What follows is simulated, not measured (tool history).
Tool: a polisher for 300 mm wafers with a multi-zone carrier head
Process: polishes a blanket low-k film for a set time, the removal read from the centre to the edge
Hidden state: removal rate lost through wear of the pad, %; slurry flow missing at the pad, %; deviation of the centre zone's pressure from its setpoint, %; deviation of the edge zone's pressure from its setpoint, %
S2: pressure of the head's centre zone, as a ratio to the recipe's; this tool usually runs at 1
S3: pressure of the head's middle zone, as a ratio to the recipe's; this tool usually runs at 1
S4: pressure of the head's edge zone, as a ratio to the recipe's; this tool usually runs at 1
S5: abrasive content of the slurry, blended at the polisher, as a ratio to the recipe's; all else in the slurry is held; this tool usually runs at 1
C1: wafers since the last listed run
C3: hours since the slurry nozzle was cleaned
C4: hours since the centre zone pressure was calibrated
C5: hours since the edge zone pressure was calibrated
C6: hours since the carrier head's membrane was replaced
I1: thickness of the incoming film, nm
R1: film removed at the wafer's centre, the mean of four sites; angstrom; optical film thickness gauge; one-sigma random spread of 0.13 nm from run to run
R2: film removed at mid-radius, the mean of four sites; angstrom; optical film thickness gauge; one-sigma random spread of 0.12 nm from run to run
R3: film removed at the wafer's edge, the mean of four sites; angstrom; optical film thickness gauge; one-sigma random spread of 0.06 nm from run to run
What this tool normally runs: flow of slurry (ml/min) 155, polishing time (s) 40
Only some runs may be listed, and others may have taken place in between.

run 1 hour=0 | flow_of_slurry_(ml/min)=130 S2=1 S3=1 S4=1 S5=1 polishing_time_(s)=40 | C1=0 wafers_polished_on_this_pad=1564 C3=611.7 C4=1074.8 C5=921.6 C6=868.8 | I1=398.9 | R1=93 R2=92 R3=97
-- hour=23.3 worn pad replaced by a new one
run 2 hour=33.1 | flow_of_slurry_(ml/min)=155 S2=1 S3=1 S4=1 S5=1 polishing_time_(s)=40 | C1=370 wafers_polished_on_this_pad=125 C3=644.8 C4=1107.9 C5=954.7 C6=901.9 | I1=402.4 | R1=100 R2=97 R3=99
run 3 hour=59.9 | flow_of_slurry_(ml/min)=155 S2=1 S3=1 S4=1 S5=1 polishing_time_(s)=40 | C1=341 wafers_polished_on_this_pad=466 C3=671.6 C4=1134.7 C5=981.5 C6=928.7 | I1=401.8 | R1=97 R2=97 R3=99
run 4 hour=76.9 | flow_of_slurry_(ml/min)=155 S2=1 S3=1 S4=1 S5=1 polishing_time_(s)=48 | C1=216 wafers_polished_on_this_pad=682 C3=688.6 C4=1151.7 C5=998.5 C6=945.7 | I1=392 | R1=117 R2=113 R3=120
run 5 hour=108.2 | flow_of_slurry_(ml/min)=155 S2=1 S3=1 S4=1 S5=1 polishing_time_(s)=48 | C1=398 wafers_polished_on_this_pad=1080 C3=719.9 C4=1183 C5=1029.8 C6=977 | I1=397.4 | R1=118 R2=115 R3=121
run 6 hour=129 | flow_of_slurry_(ml/min)=155 S2=1 S3=1 S4=1 S5=1 polishing_time_(s)=48 | C1=264 wafers_polished_on_this_pad=1345 C3=740.7 C4=1203.8 C5=1050.6 C6=997.8 | I1=404.4 | R1=118 R2=113 R3=121
-- hour=135.1 centre zone pressure recalibrated
run 7 hour=149.8 | flow_of_slurry_(ml/min)=185 S2=1 S3=1.04 S4=0.89 S5=1 polishing_time_(s)=49 | C1=239 wafers_polished_on_this_pad=1584 C3=761.5 C4=14.7 C5=1071.4 C6=1018.6 | I1=396.3 | R1=123 R2=128 R3=119
-- hour=158.8 slurry nozzle cleaned
-- hour=165.7 worn pad replaced by a new one
run 8 hour=166.2 | flow_of_slurry_(ml/min)=155 S2=1 S3=1 S4=0.95 S5=1 polishing_time_(s)=40 | C1=145 wafers_polished_on_this_pad=6 C3=7.4 C4=31.1 C5=1087.8 C6=1035 | I1=395.4 | R1=97 R2=96 R3=98
run 9 hour=188.3 | flow_of_slurry_(ml/min)=155 S2=1.1 S3=1.06 S4=0.9 S5=1 polishing_time_(s)=40 | C1=281 wafers_polished_on_this_pad=288 C3=29.5 C4=53.2 C5=1109.9 C6=1057.1 | I1=400.3 | R1=109 R2=99 R3=96
run 10 hour=204.1 | flow_of_slurry_(ml/min)=155 S2=0.9 S3=0.89 S4=0.91 S5=1 polishing_time_(s)=40 | C1=201 wafers_polished_on_this_pad=489 C3=45.3 C4=69 C5=1125.7 C6=1072.9 | I1=407.6 | R1=87 R2=87 R3=96
run 11 hour=217.1 | flow_of_slurry_(ml/min)=130 S2=0.93 S3=1 S4=1 S5=1 polishing_time_(s)=40 | C1=165 wafers_polished_on_this_pad=654 C3=58.3 C4=82 C5=1138.7 C6=1085.9 | I1=398.3 | R1=88 R2=91 R3=96
-- hour=234.5 carrier head's membrane replaced by a new one
run 12 hour=243.9 | flow_of_slurry_(ml/min)=155 S2=1 S3=1 S4=1 S5=1 polishing_time_(s)=40 | C1=277 wafers_polished_on_this_pad=932 C3=85.1 C4=108.8 C5=1165.5 C6=9.4 | I1=392.9 | R1=98 R2=96 R3=100
run 13 hour=278.6 | flow_of_slurry_(ml/min)=205 S2=1 S3=1 S4=1 S5=1.1 polishing_time_(s)=40 | C1=441 wafers_polished_on_this_pad=1373 C3=119.8 C4=143.5 C5=1200.2 C6=44.1 | I1=405.9 | R1=109 R2=108 R3=108
-- hour=301.6 worn pad replaced by a new one
run 14 hour=375.5 | flow_of_slurry_(ml/min)=155 S2=1 S3=1 S4=1 S5=1 polishing_time_(s)=40 | C1=1182 wafers_polished_on_this_pad=940 C3=216.7 C4=240.4 C5=1297.1 C6=141 | I1=397 | R1=98 R2=94 R3=99
-- hour=378.2 edge zone pressure recalibrated
run 15 hour=401.3 | flow_of_slurry_(ml/min)=155 S2=1 S3=1 S4=1 S5=1 polishing_time_(s)=40 | C1=302 wafers_polished_on_this_pad=1243 C3=242.5 C4=266.2 C5=23.1 C6=166.8 | I1=396.1 | R1=99 R2=96 R3=101
run 16 hour=433.9 | flow_of_slurry_(ml/min)=115 S2=0.91 S3=1 S4=1 S5=1 polishing_time_(s)=40 | C1=414 wafers_polished_on_this_pad=1658 C3=275.1 C4=298.8 C5=55.7 C6=199.4 | I1=396.7 | R1=83 R2=89 R3=95
run 17 hour=448.5 | flow_of_slurry_(ml/min)=155 S2=1 S3=1 S4=1 S5=1 polishing_time_(s)=48 | C1=185 wafers_polished_on_this_pad=1844 C3=289.7 C4=313.4 C5=70.3 C6=214 | I1=392 | R1=119 R2=116 R3=120
-- hour=463.6 worn pad replaced by a new one
run 18 hour=464.1 | flow_of_slurry_(ml/min)=195 S2=0.92 S3=1 S4=1 S5=1 polishing_time_(s)=40 | C1=147 wafers_polished_on_this_pad=6 C3=305.3 C4=329 C5=85.9 C6=229.6 | I1=404.6 | R1=93 R2=101 R3=103
run 19 hour=485.5 | flow_of_slurry_(ml/min)=155 S2=1 S3=1 S4=1 S5=1 polishing_time_(s)=40 | C1=272 wafers_polished_on_this_pad=278 C3=326.7 C4=350.4 C5=107.3 C6=251 | I1=399 | R1=97 R2=97 R3=100
run 20 hour=513 | flow_of_slurry_(ml/min)=180 S2=1 S3=1 S4=0.94 S5=1.25 polishing_time_(s)=31 | C1=349 wafers_polished_on_this_pad=628 C3=354.2 C4=377.9 C5=134.8 C6=278.5 | I1=400.6 | R1=89 R2=83 R3=84
run 21 hour=536.4 | flow_of_slurry_(ml/min)=155 S2=1 S3=1 S4=1 S5=1 polishing_time_(s)=47 | C1=297 wafers_polished_on_this_pad=926 C3=377.6 C4=401.3 C5=158.2 C6=301.9 | I1=401.9 | R1=114 R2=111 R3=118

Forecast each of these 5 alternatives for the next run:
run A hour=536.8 | flow_of_slurry_(ml/min)=155 S2=1 S3=1 S4=1.06 S5=1 polishing_time_(s)=40 | C1=5 wafers_polished_on_this_pad=931 C3=378 C4=401.7 C5=158.6 C6=302.3 | I1=405.3 | R1=? R2=? R3=?
run B hour=536.8 | flow_of_slurry_(ml/min)=155 S2=1 S3=1 S4=1 S5=1 polishing_time_(s)=29 | C1=5 wafers_polished_on_this_pad=931 C3=378 C4=401.7 C5=158.6 C6=302.3 | I1=405.3 | R1=? R2=? R3=?
run C hour=536.8 | flow_of_slurry_(ml/min)=155 S2=1 S3=1.11 S4=1 S5=1.25 polishing_time_(s)=31 | C1=5 wafers_polished_on_this_pad=931 C3=378 C4=401.7 C5=158.6 C6=302.3 | I1=405.3 | R1=? R2=? R3=?
run D hour=536.8 | flow_of_slurry_(ml/min)=205 S2=1 S3=1 S4=1 S5=1 polishing_time_(s)=40 | C1=5 wafers_polished_on_this_pad=931 C3=378 C4=401.7 C5=158.6 C6=302.3 | I1=405.3 | R1=? R2=? R3=?
run E hour=536.8 | flow_of_slurry_(ml/min)=155 S2=0.88 S3=1 S4=1 S5=1 polishing_time_(s)=35 | C1=5 wafers_polished_on_this_pad=931 C3=378 C4=401.7 C5=158.6 C6=302.3 | I1=405.3 | R1=? R2=? R3=?

run=A R1=97 R2=95 R3=102
run=B R1=70 R2=69 R3=72
run=C R1=83 R2=89 R3=85
run=D R1=102 R2=100 R3=103
run=E R1=75 R2=83 R3=87
Without the tool's hidden state the same runs would have given:
run=A R1=97 R2=95 R3=102
run=B R1=70 R2=69 R3=72
run=C R1=83 R2=89 R3=85
run=D R1=102 R2=100 R3=103
run=E R1=75 R2=83 R3=87

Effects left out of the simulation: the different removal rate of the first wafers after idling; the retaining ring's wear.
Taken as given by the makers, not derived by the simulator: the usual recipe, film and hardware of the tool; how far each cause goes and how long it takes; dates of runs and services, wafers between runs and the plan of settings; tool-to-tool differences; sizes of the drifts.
